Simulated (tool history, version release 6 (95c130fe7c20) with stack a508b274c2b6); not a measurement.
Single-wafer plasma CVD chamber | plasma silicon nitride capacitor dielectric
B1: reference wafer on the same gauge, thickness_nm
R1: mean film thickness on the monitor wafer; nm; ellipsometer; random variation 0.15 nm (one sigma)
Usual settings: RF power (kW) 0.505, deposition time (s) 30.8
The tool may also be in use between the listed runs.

Run 1, hour 0.0: usual settings; B1 45.112. Result: R1 46.302 nm.
Run 2, hour 69.6: usual settings; B1 45.174. Result: R1 46.294 nm.
Run 3, hour 115.7: usual settings; B1 45.230. Result: R1 46.032 nm.
Run 4, hour 183.9: usual settings; B1 45.199. Result: R1 46.350 nm.
Run 5, hour 296.9: usual settings but RF power (kW) 0.560; B1 45.228. Result: R1 47.376 nm.
Run 6, hour 373.9: usual settings but RF power (kW) 0.560; B1 45.229. Result: R1 47.205 nm.
Run 7, hour 458.1: usual settings but RF power (kW) 0.560; B1 45.255. Result: R1 47.261 nm.
Run 8, hour 540.8: usual settings; B1 45.138. Result: R1 46.211 nm.
Run 9, hour 636.2: usual settings; B1 45.204. Result: R1 46.215 nm.
Run 10, hour 673.4: usual settings but deposition time (s) 27.8; B1 45.206. Result: R1 41.689 nm.
Run 11, hour 751.1: usual settings but deposition time (s) 27.8; B1 45.173. Result: R1 41.392 nm.
At hour 829.0: showerhead replaced.
Run 12, hour 850.5: usual settings; B1 45.182. Result: R1 46.094 nm.
Run 13, hour 950.9: usual settings; B1 45.195. Result: R1 46.020 nm.
Run 14, hour 1041.1: usual settings; B1 45.184. Result: R1 46.049 nm.
At hour 1085.3: RF generator calibrated.
Run 15, hour 1130.4: usual settings but RF power (kW) 0.415, deposition time (s) 34.5; B1 45.209. Result: R1 48.911 nm.
At hour 1259.1: gauge calibrated.
Run 16, hour 1404.8: usual settings but RF power (kW) 0.415, deposition time (s) 32.9; B1 45.278. Result: R1 46.853 nm.
Run 17, hour 1459.8: usual settings but RF power (kW) 0.580, deposition time (s) 27.4; B1 45.262. Result: R1 41.602 nm.
At hour 1469.3: RF generator calibrated, repeated, since the last time left the tool worse.
Run 18, hour 1509.5: usual settings but RF power (kW) 0.425; B1 45.205. Result: R1 45.083 nm.
Run 19, hour 1606.3: usual settings but RF power (kW) 0.435, deposition time (s) 25.0; B1 45.207. Result: R1 36.553 nm.
Run 20, hour 1663.6: usual settings but RF power (kW) 0.420, deposition time (s) 35.4; B1 45.227. Result: R1 51.644 nm.
Run 21, hour 1715.6: usual settings but RF power (kW) 0.560, deposition time (s) 28.4; B1 45.214. Result: R1 43.574 nm.
Run 22, hour 1751.9: usual settings; B1 45.175. Result: R1 46.632 nm.
Run 23, hour 1809.9: usual settings; B1 45.135. Result: R1 46.350 nm.
Run 24, hour 1902.7: usual settings; B1 45.216. Result: R1 46.437 nm.
Run 25, hour 2003.1: usual settings but RF power (kW) 0.425; B1 45.209. Result: R1 44.989 nm.
Run 26, hour 2098.4: usual settings but deposition time (s) 35.0; B1 45.129. Result: R1 52.693 nm.
Run 27, hour 2138.7: usual settings but deposition time (s) 28.4; B1 45.199. Result: R1 42.921 nm.
Run 28, hour 2237.8: usual settings but RF power (kW) 0.550, deposition time (s) 25.6; B1 45.205. Result: R1 39.365 nm.

3 ways to go on from here, each from the tool as it stands after run 28. What would each give?
Run A, hour 2238.2: usual settings; B1 ?. Result: R1 ?.
Run B, hour 2238.2: usual settings but RF power (kW) 0.540, deposition time (s) 26.8; B1 ?. Result: R1 ?.
Run C, hour 2238.2: usual settings but deposition time (s) 27.7; B1 ?. Result: R1 ?.

run      B1      R1
  A  45.152  46.621
  B  45.152  41.142
  C  45.152  41.929
Without the tool's hidden state the same runs would have given:
run      R1
  A  46.790
  B  41.291
  C  42.081
